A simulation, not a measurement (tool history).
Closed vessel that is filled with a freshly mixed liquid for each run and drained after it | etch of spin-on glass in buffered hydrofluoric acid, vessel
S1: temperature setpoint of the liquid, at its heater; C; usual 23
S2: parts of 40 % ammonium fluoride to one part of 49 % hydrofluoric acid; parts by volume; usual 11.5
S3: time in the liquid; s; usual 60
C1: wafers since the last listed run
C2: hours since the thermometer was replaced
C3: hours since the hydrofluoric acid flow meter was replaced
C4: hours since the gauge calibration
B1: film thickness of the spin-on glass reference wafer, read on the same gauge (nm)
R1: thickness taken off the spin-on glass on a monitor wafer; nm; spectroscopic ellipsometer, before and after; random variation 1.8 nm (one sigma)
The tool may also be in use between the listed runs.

run,hour,S1,S2,S3,C1,C2,C3,C4,B1,R1
1,0,21,11.5,40,0,2013.1,1005.3,1056,67.99,141.06
2,25.6,21,11.5,40,2719,2038.7,1030.9,1081.6,67.97,138.35
3,53.9,21,11.5,40,3005,2067,1059.2,1109.9,67.97,138.41
4,81.8,23,11.5,60,2963,2094.9,1087.1,1137.8,67.96,233.32
5,110.2,23,11.5,60,3016,2123.3,1115.5,1166.2,67.95,232.44
6,127.6,23,11.5,60,1848,2140.7,1132.9,1183.6,67.89,233.59
7,151.9,24.5,13,60,2580,2165,1157.2,1207.9,67.9,223.59
8,187,23,11.5,70,3728,2200.1,1192.3,1243,67.9,275.68
9,270.9,23,11.5,70,8911,2284,1276.2,1326.9,67.89,270.55
10,305.4,23,11.5,70,3664,2318.5,1310.7,1361.4,67.85,275.93
11,319.7,23,11.5,60,1518,2332.8,1325,1375.7,67.86,230.48
# hour 342.9: gauge calibrated
12,344.3,23,11.5,60,2612,2357.4,1349.6,1.4,69.94,242.49
13,362.4,19.5,9.5,35,1922,2375.5,1367.7,19.5,69.83,135.76
14,396.5,23,11.5,35,3621,2409.6,1401.8,53.6,69.66,140.25
15,424.9,23,11.5,60,3016,2438,1430.2,82,69.51,238.19
# hour 457.3: hydrofluoric acid flow meter replaced
16,460.6,19,9.5,45,3685,2473.7,3.3,117.7,69.37,167.32
17,488,18.5,8.5,70,2910,2501.1,30.7,145.1,69.25,280.3
# hour 491.8: thermometer replaced
18,511.7,23,14.5,60,2411,19.9,54.4,168.8,69.15,188.34
19,542.8,23,10,60,3303,51,85.5,199.9,69.03,268.98
20,561.5,26,8.5,85,1986,69.7,104.2,218.6,69,511.84
21,577.2,23,11.5,60,1667,85.4,119.9,234.3,68.98,237.75
22,589.9,23,9,60,1348,98.1,132.6,247,68.88,286.93
23,624.3,21,9.5,60,3653,132.5,167,281.4,68.78,249.89
24,640.3,23,11.5,60,1699,148.5,183,297.4,68.74,235.8
25,667.9,23,11.5,70,2931,176.1,210.6,325,68.69,273.75
26,694.4,23,11.5,60,2814,202.6,237.1,351.5,68.59,231.03
27,727.5,23,11.5,60,3515,235.7,270.2,384.6,68.5,234.39
28,742,18.5,15.5,70,1540,250.2,284.7,399.1,68.41,158.98
29,768.6,20.5,15.5,85,2825,276.8,311.3,425.7,68.4,216.39
30,785,25.5,11.5,60,1741,293.2,327.7,442.1,68.34,269.23
31,820,23,8.5,50,3717,328.2,362.7,477.1,68.28,255.57
32,851.8,24.5,8.5,60,3377,360,394.5,508.9,68.21,329.34

Measured less the same run without the tool's hidden state. The same run-to-run variation is in both; the gauge's scatter may not be:
The hidden state here: liquid colder than its thermometer reads (K); hydrofluoric acid flow above the setpoint (%); gauge reads high (%).
run,R1
1,-4.19
2,-4.13
3,-4.16
4,-7.05
5,-7.07
6,-7.13
7,-6.86
8,-8.5
9,-8.45
10,-8.66
11,-7.24
12,-0.18
13,-0.3
14,-0.66
15,-1.6
16,-1.52
17,-3.02
18,-2.28
19,-3.72
20,-7.58
21,-3.71
22,-4.65
23,-4.44
24,-4.36
25,-5.37
26,-4.77
27,-5.13
28,-3.56
29,-5.03
30,-6.39
31,-6.35
32,-8.46
